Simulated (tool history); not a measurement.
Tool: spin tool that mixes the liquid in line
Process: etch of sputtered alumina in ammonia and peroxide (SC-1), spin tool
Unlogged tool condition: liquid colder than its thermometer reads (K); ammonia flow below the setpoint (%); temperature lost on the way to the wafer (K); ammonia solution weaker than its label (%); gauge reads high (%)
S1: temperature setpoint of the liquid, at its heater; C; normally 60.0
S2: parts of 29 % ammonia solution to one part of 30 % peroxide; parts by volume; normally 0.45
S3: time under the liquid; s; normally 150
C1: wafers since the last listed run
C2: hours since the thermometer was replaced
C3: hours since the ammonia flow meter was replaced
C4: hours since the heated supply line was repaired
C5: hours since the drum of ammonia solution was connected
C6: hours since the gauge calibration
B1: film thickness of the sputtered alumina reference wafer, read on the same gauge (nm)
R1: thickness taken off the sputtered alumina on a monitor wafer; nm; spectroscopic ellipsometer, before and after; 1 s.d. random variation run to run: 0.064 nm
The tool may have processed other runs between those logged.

run    hour    S1    S2   S3    C1     C2      C3      C4     C5     C6      B1     R1
  1     0.0  60.0  0.35  150     0   11.0   657.6  3064.8  798.6  416.9  120.01  15.78
  2    51.3  53.5  0.45  115   322   62.3   708.9  3116.1  849.9  468.2  119.99   8.87
      121.0  -- new drum of ammonia solution connected
  3   134.1  60.0  0.45  150   513  145.1   791.7  3198.9   13.1  551.0  120.03  16.13
  4   221.0  60.0  0.45  150   546  232.0   878.6  3285.8  100.0  637.9  120.02  15.99
  5   320.2  60.0  0.45  150   623  331.2   977.8  3385.0  199.2  737.1  120.01  15.91
  6   382.4  60.0  0.45  150   390  393.4  1040.0  3447.2  261.4  799.3  120.04  15.85
      408.7  -- gauge calibrated
      581.2  -- thermometer replaced
  7   628.2  60.0  0.45  150  1538   47.0  1285.8  3693.0  507.2  219.5  120.00  16.09
  8   687.0  60.0  0.45  150   369  105.8  1344.6  3751.8  566.0  278.3  120.05  16.19
  9   756.7  60.0  0.45  150   437  175.5  1414.3  3821.5  635.7  348.0  119.97  16.09
 10   861.2  60.0  0.45  150   656  280.0  1518.8  3926.0  740.2  452.5  119.99  16.05
 11   947.3  60.0  0.45  150   541  366.1  1604.9  4012.1  826.3  538.6  119.99  16.05
 12  1021.3  60.0  0.45  200   464  440.1  1678.9  4086.1  900.3  612.6  120.02  21.17
     1052.5  -- new drum of ammonia solution connected
 13  1065.7  67.5  0.55  180   272  484.5  1723.3  4130.5   13.2  657.0  119.98  28.35
     1086.5  -- heated supply line repaired
     1167.4  -- ammonia flow meter replaced
 14  1168.8  54.0  0.55  215   635  587.6     1.4    82.3  116.3  760.1  119.97  17.02
     1217.1  -- thermometer replaced
 15  1273.9  60.0  0.45  150   654   56.8   106.5   187.4  221.4  865.2  120.00  16.10
     1286.3  -- gauge calibrated
 16  1316.9  60.0  0.45  150   270   99.8   149.5   230.4  264.4   30.6  120.00  15.97
 17  1415.8  60.0  0.45  150   621  198.7   248.4   329.3  363.3  129.5  119.98  15.96
 18  1510.6  53.0  0.45  210   595  293.5   343.2   424.1  458.1  224.3  120.04  15.54
 19  1548.5  66.0  0.60   65   238  331.4   381.1   462.0  496.0  262.2  119.99   9.68
 20  1638.9  55.0  0.60   95   568  421.8   471.5   552.4  586.4  352.6  120.00   7.99
 21  1701.8  67.5  0.30  150   395  484.7   534.4   615.3  649.3  415.5  119.96  22.38
 22  1798.9  54.0  0.40  150   610  581.8   631.5   712.4  746.4  512.6  120.00  11.45

Each row is a separate what-if for the run after 22, all from the same tool condition, not one after another. Results?
  A  1799.4  60.0  0.45   95   3  582.3  632.0  712.9  746.9  513.1   ?   ?
  B  1799.4  66.0  0.30   75   3  582.3  632.0  712.9  746.9  513.1   ?   ?
  C  1799.4  68.0  0.65  105   3  582.3  632.0  712.9  746.9  513.1   ?   ?

run      B1     R1
  A  119.98  10.09
  B  119.98  10.38
  C  119.98  17.24
Without the tool's unlogged condition, the same runs would have read:
run     R1
  A  10.31
  B  10.60
  C  17.60
